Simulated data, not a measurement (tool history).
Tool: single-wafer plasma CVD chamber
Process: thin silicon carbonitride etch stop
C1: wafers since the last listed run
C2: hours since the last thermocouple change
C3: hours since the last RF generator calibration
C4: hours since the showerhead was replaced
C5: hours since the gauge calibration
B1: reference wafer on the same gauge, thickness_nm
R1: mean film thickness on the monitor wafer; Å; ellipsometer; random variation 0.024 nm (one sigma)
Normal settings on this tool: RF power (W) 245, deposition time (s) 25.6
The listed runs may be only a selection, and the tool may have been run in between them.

Run 1, hour 0: usual settings but RF power (W) 275; C1 0; C2 969; C3 2595.5; C4 2921.7; C5 154.2; B1 16.114. Result: R1 165.22 Å.
Run 2, hour 12.2: usual settings but RF power (W) 215, deposition time (s) 23.7; C1 416; C2 981.2; C3 2607.7; C4 2933.9; C5 166.4; B1 16.093. Result: R1 144.05 Å.
Run 3, hour 29.1: usual settings but RF power (W) 215, deposition time (s) 23.7; C1 576; C2 998.1; C3 2624.6; C4 2950.8; C5 183.3; B1 16.106. Result: R1 143.69 Å.
At hour 32.1: gauge calibrated.
Run 4, hour 43.1: usual settings but RF power (W) 215, deposition time (s) 23.7; C1 477; C2 1012.1; C3 2638.6; C4 2964.8; C5 11; B1 16.193. Result: R1 144.47 Å.
Run 5, hour 53.5: usual settings but RF power (W) 280, deposition time (s) 28.1; C1 354; C2 1022.5; C3 2649; C4 2975.2; C5 21.4; B1 16.177. Result: R1 182.82 Å.
Run 6, hour 59.8: usual settings; C1 214; C2 1028.8; C3 2655.3; C4 2981.5; C5 27.7; B1 16.182. Result: R1 161.19 Å.
Run 7, hour 71.1: usual settings but RF power (W) 265, deposition time (s) 29.2; C1 385; C2 1040.1; C3 2666.6; C4 2992.8; C5 39; B1 16.171. Result: R1 187.01 Å.
Run 8, hour 80.8: usual settings but RF power (W) 265, deposition time (s) 29.2; C1 330; C2 1049.8; C3 2676.3; C4 3002.5; C5 48.7; B1 16.165. Result: R1 187.27 Å.
Run 9, hour 96.7: usual settings but RF power (W) 265, deposition time (s) 29.2; C1 542; C2 1065.7; C3 2692.2; C4 3018.4; C5 64.6; B1 16.153. Result: R1 187.02 Å.
Run 10, hour 113.9: usual settings but RF power (W) 225, deposition time (s) 27.3; C1 586; C2 1082.9; C3 2709.4; C4 3035.6; C5 81.8; B1 16.147. Result: R1 167.28 Å.
At hour 126.9: showerhead replaced.
Run 11, hour 127.4: usual settings but RF power (W) 200, deposition time (s) 29.9; C1 187; C2 1096.4; C3 2722.9; C4 0.5; C5 95.3; B1 16.137. Result: R1 179.12 Å.
Run 12, hour 131: usual settings but RF power (W) 215, deposition time (s) 21.8; C1 122; C2 1100; C3 2726.5; C4 4.1; C5 98.9; B1 16.131. Result: R1 132.26 Å.
Run 13, hour 143.3: usual settings but RF power (W) 265, deposition time (s) 24.1; C1 419; C2 1112.3; C3 2738.8; C4 16.4; C5 111.2; B1 16.128. Result: R1 153.88 Å.
Run 14, hour 152.6: usual settings but RF power (W) 270, deposition time (s) 29.5; C1 317; C2 1121.6; C3 2748.1; C4 25.7; C5 120.5; B1 16.118. Result: R1 189.17 Å.
Run 15, hour 165.6: usual settings but RF power (W) 200, deposition time (s) 22.8; C1 443; C2 1134.6; C3 2761.1; C4 38.7; C5 133.5; B1 16.12. Result: R1 135.82 Å.
At hour 208.9: gauge calibrated.
Run 16, hour 215.6: usual settings; C1 1705; C2 1184.6; C3 2811.1; C4 88.7; C5 6.7; B1 16.196. Result: R1 160.74 Å.
At hour 227.4: thermocouple changed; heater temperature recalibrated.
At hour 230.5: RF generator calibrated.
Run 17, hour 231: usual settings but RF power (W) 265, deposition time (s) 29; C1 147; C2 3.6; C3 0.5; C4 104.1; C5 22.1; B1 16.18. Result: R1 185.53 Å.
Run 18, hour 241.5: usual settings but deposition time (s) 28.2; C1 358; C2 14.1; C3 11; C4 114.6; C5 32.6; B1 16.176. Result: R1 177.36 Å.
Run 19, hour 254.6: usual settings; C1 446; C2 27.2; C3 24.1; C4 127.7; C5 45.7; B1 16.178. Result: R1 160.98 Å.
Run 20, hour 294.2: usual settings; C1 1350; C2 66.8; C3 63.7; C4 167.3; C5 85.3; B1 16.135. Result: R1 160.37 Å.
Run 21, hour 303.3: usual settings but RF power (W) 265, deposition time (s) 29.2; C1 310; C2 75.9; C3 72.8; C4 176.4; C5 94.4; B1 16.134. Result: R1 186.58 Å.

Across each entry between runs, compare the hidden state at the last listed run before it with the hidden state at the first listed run after it:
In the gap between runs 3 and 4: gauge calibrated (hour 32.1)
  gauge reads high (%): -0.641 -> -0.0859
  measured minus no-state result, R1: -0.92 -> -0.13 Å
In the gap between runs 10 and 11: showerhead replaced (hour 126.9)
  gauge reads high (%): -0.342 -> -0.391
  measured minus no-state result, R1: -0.58 -> -0.7 Å
In the gap between runs 15 and 16: gauge calibrated (hour 208.9)
  gauge reads high (%): -0.529 -> -0.0526
  measured minus no-state result, R1: -0.72 -> -0.09 Å
In the gap between runs 16 and 17: thermocouple changed; heater temperature recalibrated (hour 227.4); RF generator calibrated (hour 230.5)
  gauge reads high (%): -0.0526 -> -0.108
  measured minus no-state result, R1: -0.09 -> -0.2 Å

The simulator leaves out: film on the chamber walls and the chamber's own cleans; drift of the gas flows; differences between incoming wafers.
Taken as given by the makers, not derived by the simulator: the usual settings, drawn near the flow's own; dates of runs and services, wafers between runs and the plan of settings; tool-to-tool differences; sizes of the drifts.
